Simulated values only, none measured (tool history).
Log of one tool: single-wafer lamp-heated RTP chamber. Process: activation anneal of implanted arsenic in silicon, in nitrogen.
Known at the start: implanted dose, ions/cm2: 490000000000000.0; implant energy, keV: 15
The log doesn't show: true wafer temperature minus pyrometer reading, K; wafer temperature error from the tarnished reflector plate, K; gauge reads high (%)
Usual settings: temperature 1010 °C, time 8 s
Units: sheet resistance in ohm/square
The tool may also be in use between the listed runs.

| run | hour | temperature | time | wafers since the last listed run | wafers since the last pyrometer calibration | wafers since the reflector plate was cleaned | hours since the gauge calibration | read-back reference wafer on the same gauge, sheet resistance | sheet resistance |
|---|---|---|---|---|---|---|---|---|---|
| 1 | 0 | 1010 | 8 | 0 | 4283 | 5063 | 292 | 200.99 | 214.03 |
| 2 | 25.5 | 1010 | 8 | 305 | 4589 | 5368 | 317.5 | 201.01 | 213.03 |
| 3 | 54.9 | 1010 | 8 | 352 | 4942 | 5721 | 346.9 | 200.98 | 212.76 |
| 4 | 76.4 | 990 | 8 | 257 | 5200 | 5979 | 368.4 | 201.05 | 215.02 |
| 5 | 111.3 | 990 | 8 | 418 | 5619 | 6398 | 403.3 | 200.97 | 215.08 |
| 6 | 136.9 | 990 | 8 | 307 | 5926 | 6705 | 428.9 | 200.97 | 215.27 |
| 7 | 156.4 | 1010 | 8 | 233 | 6160 | 6939 | 448.4 | 200.97 | 212.99 |
| 8 | 183.5 | 1010 | 8 | 325 | 6485 | 7264 | 475.5 | 201.04 | 212.97 |
| 9 | 204.4 | 1010 | 9 | 250 | 6735 | 7514 | 496.4 | 201.01 | 212.01 |
|  | 216.9 | gauge calibrated |
| 10 | 227.8 | 1034 | 10 | 280 | 7016 | 7795 | 10.9 | 200.95 | 207.94 |
|  | 254.6 | pyrometer window cleaned and pyrometer calibrated |
| 11 | 324.9 | 999 | 5 | 1068 | 843 | 8864 | 108 | 200.96 | 216.15 |
|  | 343.7 | pyrometer window cleaned and pyrometer calibrated, repeated, since the last time left the tool worse |
|  | 349 | reflector plate cleaned |
| 12 | 349.5 | 998 | 13 | 135 | 6 | 6 | 132.6 | 201.01 | 212.25 |
| 13 | 410.1 | 1010 | 8 | 726 | 733 | 733 | 193.2 | 201.04 | 214.09 |
| 14 | 442.2 | 1010 | 4 | 385 | 1118 | 1118 | 225.3 | 200.98 | 217.09 |
| 15 | 462.3 | 1010 | 8 | 241 | 1359 | 1359 | 245.4 | 200.95 | 213.88 |
| 16 | 475 | 990 | 8 | 152 | 1511 | 1511 | 258.1 | 200.98 | 215.5 |
| 17 | 503.8 | 980 | 11 | 345 | 1857 | 1857 | 286.9 | 200.94 | 214.7 |

Hidden state or all else? Some run-to-run changes of sheet resistance, split into what the settings, what came in and random variation would give without the hidden state, and what is left for the hidden state (with any gauge scatter that isn't in both results):
Run 10 -> 11: temperature 1034 -> 999, time 10 -> 5, pyrometer window cleaned and pyrometer calibrated. sheet resistance +8.21 ohm/square: hidden state +0.17, all else +8.04.
Run 11 -> 12: temperature 999 -> 998, time 5 -> 13, pyrometer window cleaned and pyrometer calibrated, repeated, since the last time left the tool worse, reflector plate cleaned. sheet resistance -3.9 ohm/square: hidden state +1.44, all else -5.34.
